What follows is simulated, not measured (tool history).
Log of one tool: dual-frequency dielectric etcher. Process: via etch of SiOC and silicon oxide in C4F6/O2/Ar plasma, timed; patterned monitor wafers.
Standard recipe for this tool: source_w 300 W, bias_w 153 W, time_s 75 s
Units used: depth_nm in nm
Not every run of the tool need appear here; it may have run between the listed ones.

run,hour,source_w,bias_w,time_s,wafers since the last listed run,hours since the last wet clean,hours since the last source power generator calibration,hours since the last bias power generator calibration,hours since the last upper electrode change,hours since the gauge calibration,"read-back reference wafer on the same gauge, depth_nm",depth_nm
1,0,300,153,75,0,28.1,1320,1196.4,4044.1,1720.1,84.9,75.3
2,99.6,300,153,75,934,127.7,1419.6,1296,4143.7,1819.7,85.1,74.7
3,148.3,250,137,75,457,176.4,1468.3,1344.7,4192.4,1868.4,85,66.1
4,233.4,250,137,75,798,261.5,1553.4,1429.8,4277.5,1953.5,85,65.9
5,353.8,300,153,75,1130,381.9,1673.8,1550.2,4397.9,2073.9,85.2,75.1
6,447.7,300,153,75,881,475.8,1767.7,1644.1,4491.8,2167.8,85,74.7
7,496.3,300,153,75,456,524.4,1816.3,1692.7,4540.4,2216.4,85.2,75.2
# hour 523.2: wet clean of the chamber
8,533.5,300,153,75,123,10.3,1853.5,1729.9,4577.6,2253.6,85.5,75
9,577.3,300,153,75,411,54.1,1897.3,1773.7,4621.4,2297.4,85.4,75.1
# hour 634.2: bias power generator calibrated
10,641.2,230,138,75,562,118,1961.2,7,4685.3,2361.3,85.5,64.5
11,680.1,300,153,96,365,156.9,2000.1,45.9,4724.2,2400.2,85.5,96.4
12,759.6,300,153,75,746,236.4,2079.6,125.4,4803.7,2479.7,85.5,74.8
13,958.5,360,153,75,1866,435.3,2278.5,324.3,5002.6,2678.6,85.8,80.6
14,1020.1,300,153,75,578,496.9,2340.1,385.9,5064.2,2740.2,85.8,75.7
15,1060.6,300,153,75,380,537.4,2380.6,426.4,5104.7,2780.7,85.7,75.3
# hour 1102.5: source power generator calibrated
# hour 1138.5: wet clean of the chamber
16,1139,300,180,75,473,0.5,36.5,504.8,5183.1,2859.1,85.9,81.8
17,1164.9,280,153,60.5,243,26.4,62.4,530.7,5209,2885,85.8,58.9
18,1272,270,118,87.5,1005,133.5,169.5,637.8,5316.1,2992.1,85.9,73.7
19,1314.8,300,153,97.5,401,176.3,212.3,680.6,5358.9,3034.9,85.9,98.9
# hour 1372.9: upper electrode replaced
20,1385.5,300,153,75,438,247,283,751.3,12.6,3105.6,86,76.2
# hour 1419: gauge calibrated
21,1452.7,250,137,75,630,314.2,350.2,818.5,79.8,33.7,84.1,65
22,1526.4,300,153,75,691,387.9,423.9,892.2,153.5,107.4,84,73.9
23,1596,250,153,75,653,457.5,493.5,961.8,223.1,177,84.1,69.3
24,1660.9,250,115,60.5,609,522.4,558.4,1026.7,288,241.9,84.1,47.8
# hour 1697.3: wet clean of the chamber
25,1728.4,350,142,87,408,31.1,625.9,1094.2,355.5,309.4,84.3,87.8
26,1772.9,250,137,75,417,75.6,670.4,1138.7,400,353.9,84.1,65.1
27,1876.3,240,138,93,970,179,773.8,1242.1,503.4,457.3,84.2,79.6
28,1934.3,250,153,94,544,237,831.8,1300.1,561.4,515.3,84.3,86.4
29,1980.1,300,153,75,429,282.8,877.6,1345.9,607.2,561.1,84.5,74.6

Some steps in depth_nm, run to run, broken into two amounts with sign: the step expected even without the hidden condition (settings, incoming material, random variation), and the rest, left for the hidden condition together with whatever gauge scatter is not in both the measured and the hidden-condition-free result:
What the log doesn't record here: etch rate over this chamber's usual, %; source power that arrives over what is set, %; bias power that arrives over what is set, %; gauge reads high (%).
Run 10 -> 11: source_w 230 -> 300, bias_w 138 -> 153, time_s 75 -> 96. depth_nm +31.9 nm: hidden state +0.5, all else +31.4.
Run 18 -> 19: source_w 270 -> 300, bias_w 118 -> 153, time_s 87.5 -> 97.5. depth_nm +25.2 nm: hidden state +0.6, all else +24.6.
Run 20 -> 21: source_w 300 -> 250, bias_w 153 -> 137, gauge calibrated. depth_nm -11.2 nm: hidden state -1.7, all else -9.5.
Run 24 -> 25: source_w 250 -> 350, bias_w 115 -> 142, time_s 60.5 -> 87, wet clean of the chamber. depth_nm +40 nm: hidden state +0.1, all else +39.9.
